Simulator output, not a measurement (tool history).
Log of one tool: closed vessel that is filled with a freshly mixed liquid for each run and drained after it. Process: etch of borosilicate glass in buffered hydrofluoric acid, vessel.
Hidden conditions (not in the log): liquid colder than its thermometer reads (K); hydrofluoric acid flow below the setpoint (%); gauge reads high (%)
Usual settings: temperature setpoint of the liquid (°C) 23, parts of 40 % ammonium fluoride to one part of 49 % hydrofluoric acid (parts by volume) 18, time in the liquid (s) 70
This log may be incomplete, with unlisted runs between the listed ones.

run	day	temperature setpoint of the liquid (°C)	parts of 40 % ammonium fluoride to one part of 49 % hydrofluoric acid (parts by volume)	time in the liquid (s)	wafers since the last listed run	hours since the thermometer was replaced	hours since the hydrofluoric acid flow meter was replaced	hours since the gauge calibration	read-back film thickness of the borosilicate glass reference wafer, read on the same gauge (nm)	thickness taken off the borosilicate glass on a monitor wafer (nm)
1	0	23	18	70	0	716.9	274.4	722.7	140.03	49.72
2	2.433	19	18	70	5445	775.3	332.8	781.1	140	39.55
3	5.146	19	18	70	6070	840.4	397.9	846.2	140	39.43
4	7.358	23	18	70	4951	893.5	451	899.3	139.98	49.24
5	8.892	21.5	18	70	3431	930.3	487.8	936.1	139.99	44.93
6	11.5	23	18	55	5837	992.9	550.4	998.7	140.01	38.06
7	13.138	23	18	55	3664	1032.2	589.7	1038	139.99	37.89
# day 13.496: hydrofluoric acid flow meter replaced
8	14.425	23	18	55	2788	1063.1	22.3	1068.9	139.98	39.85
9	16.112	21	23	70	3776	1103.6	62.8	1109.4	140.02	36.73
# day 17.717: thermometer replaced
10	18.621	21	23	70	5520	21.7	123	1169.6	139.98	37.49
11	21.533	23	12.5	50	6518	91.6	192.9	1239.5	140.03	51.6
12	22.608	23	12.5	50	2405	117.4	218.7	1265.3	140.03	51.43
13	24.133	23	12.5	50	3413	154	255.3	1301.9	139.99	51.64
14	26.367	23	18	50	4998	207.6	308.9	1355.5	140.03	35.88
15	27.508	27	11.5	55	2555	235	336.3	1382.9	140.03	75.7
16	30.158	28	18	70	5930	298.6	399.9	1446.5	140.06	64.66
17	32.9	19.5	22.5	45	6135	364.4	465.7	1512.3	139.96	22.06
# day 35.075: hydrofluoric acid flow meter replaced
18	36.171	20.5	18	85	7226	442.9	26.3	1590.8	139.98	54.3
19	37.488	23	18	70	2946	474.5	57.9	1622.4	140.01	51.11
# day 39.758: gauge calibrated
20	44.879	24.5	12.5	70	16542	651.9	235.3	122.9	139.96	78.34
21	46.204	27	14.5	70	2965	683.7	267.1	154.7	140.02	76.65
22	47.283	23	18	70	2415	709.6	293	180.6	139.97	50.05
23	49.275	19	18	105	4457	757.4	340.8	228.4	139.97	59.92
24	51.329	25	21.5	105	4597	806.7	390.1	277.7	139.97	71.05

Run 25 has not been measured yet. What should we expect?
# day 54.962: hydrofluoric acid flow meter replaced
25	56.658	23	18	70	11833	934.6	40.7	405.6	?	?

{"run 25": {"read-back film thickness of the borosilicate glass reference wafer, read on the same gauge (nm)": 139.98, "thickness taken off the borosilicate glass on a monitor wafer (nm)": 50.58}}
Without the tool's hidden state the same run would have given thickness taken off the borosilicate glass on a monitor wafer (nm) 51.4.

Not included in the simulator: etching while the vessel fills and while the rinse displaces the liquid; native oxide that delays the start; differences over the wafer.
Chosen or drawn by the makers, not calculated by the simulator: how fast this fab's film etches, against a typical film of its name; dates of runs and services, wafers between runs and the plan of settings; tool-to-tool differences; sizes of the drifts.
